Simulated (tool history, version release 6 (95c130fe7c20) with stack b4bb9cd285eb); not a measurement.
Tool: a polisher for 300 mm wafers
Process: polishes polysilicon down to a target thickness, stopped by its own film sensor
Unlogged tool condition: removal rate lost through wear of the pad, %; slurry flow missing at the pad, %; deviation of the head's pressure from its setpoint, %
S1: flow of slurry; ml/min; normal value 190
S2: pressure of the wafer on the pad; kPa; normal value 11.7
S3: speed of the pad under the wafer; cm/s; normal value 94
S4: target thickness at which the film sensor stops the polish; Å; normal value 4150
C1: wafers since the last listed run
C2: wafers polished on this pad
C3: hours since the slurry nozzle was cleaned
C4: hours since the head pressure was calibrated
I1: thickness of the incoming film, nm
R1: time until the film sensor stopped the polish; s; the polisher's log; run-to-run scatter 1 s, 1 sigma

| run | hour | S1 | S2 | S3 | S4 | C1 | C2 | C3 | C4 | I1 | R1 |
|---|---|---|---|---|---|---|---|---|---|---|---|
| 1 | 0 | 190 | 11.7 | 94 | 4150 | 0 | 644 | 83 | 1049.1 | 768 | 65.9 |
| 2 | 31.6 | 190 | 11.7 | 94 | 4150 | 368 | 1012 | 114.6 | 1080.7 | 768 | 70 |
|  | 49.1 | worn pad replaced by a new one |
| 3 | 49.9 | 190 | 11.7 | 94 | 4150 | 166 | 9 | 132.9 | 1099 | 779.6 | 72.3 |
| 4 | 71.5 | 190 | 11.7 | 94 | 4150 | 251 | 261 | 154.5 | 1120.6 | 762 | 69.5 |
| 5 | 105.8 | 190 | 11.7 | 94 | 4150 | 399 | 661 | 188.8 | 1154.9 | 765.7 | 70.4 |
| 6 | 132.6 | 230 | 11.7 | 94 | 3170 | 312 | 973 | 215.6 | 1181.7 | 769.7 | 89.7 |
| 7 | 159.1 | 230 | 11.7 | 94 | 3170 | 309 | 1282 | 242.1 | 1208.2 | 770.2 | 86.8 |
|  | 162.2 | head pressure recalibrated |
|  | 164 | worn pad replaced by a new one |
| 8 | 174.6 | 190 | 13.8 | 124 | 4550 | 135 | 123 | 257.6 | 12.4 | 768 | 41.9 |
| 9 | 190.5 | 245 | 13.8 | 94 | 4150 | 185 | 308 | 273.5 | 28.3 | 769.1 | 58.5 |
| 10 | 224.6 | 190 | 13.1 | 116 | 3000 | 397 | 706 | 307.6 | 62.4 | 758.1 | 68.9 |
|  | 228.4 | slurry nozzle cleaned |
| 11 | 252.5 | 190 | 8.3 | 94 | 4150 | 313 | 1019 | 24.1 | 90.3 | 769.2 | 96 |
| 12 | 271.6 | 170 | 11.7 | 94 | 4150 | 222 | 1242 | 43.2 | 109.4 | 776.6 | 70.4 |
|  | 279.8 | worn pad replaced by a new one |
| 13 | 286.6 | 190 | 11.7 | 94 | 4150 | 128 | 79 | 58.2 | 124.4 | 777.9 | 70.6 |
| 14 | 311.1 | 165 | 11.7 | 82 | 4150 | 285 | 365 | 82.7 | 148.9 | 756.4 | 77.4 |

Give the tool's hidden conditions for every run:
removal rate lost through wear of the pad, %: 0 in every run
deviation of the head's pressure from its setpoint, %: 0 in every run
H1: slurry flow missing at the pad, %
| run | H1 |
|---|---|
| 1 | 13.7 |
| 2 | 17.4 |
| 3 | 19.6 |
| 4 | 22.1 |
| 5 | 26.2 |
| 6 | 29.4 |
| 7 | 32.5 |
| 8 | 34.3 |
| 9 | 36.2 |
| 10 | 40.2 |
| 11 | 8.5 |
| 12 | 10.7 |
| 13 | 12.5 |
| 14 | 15.4 |
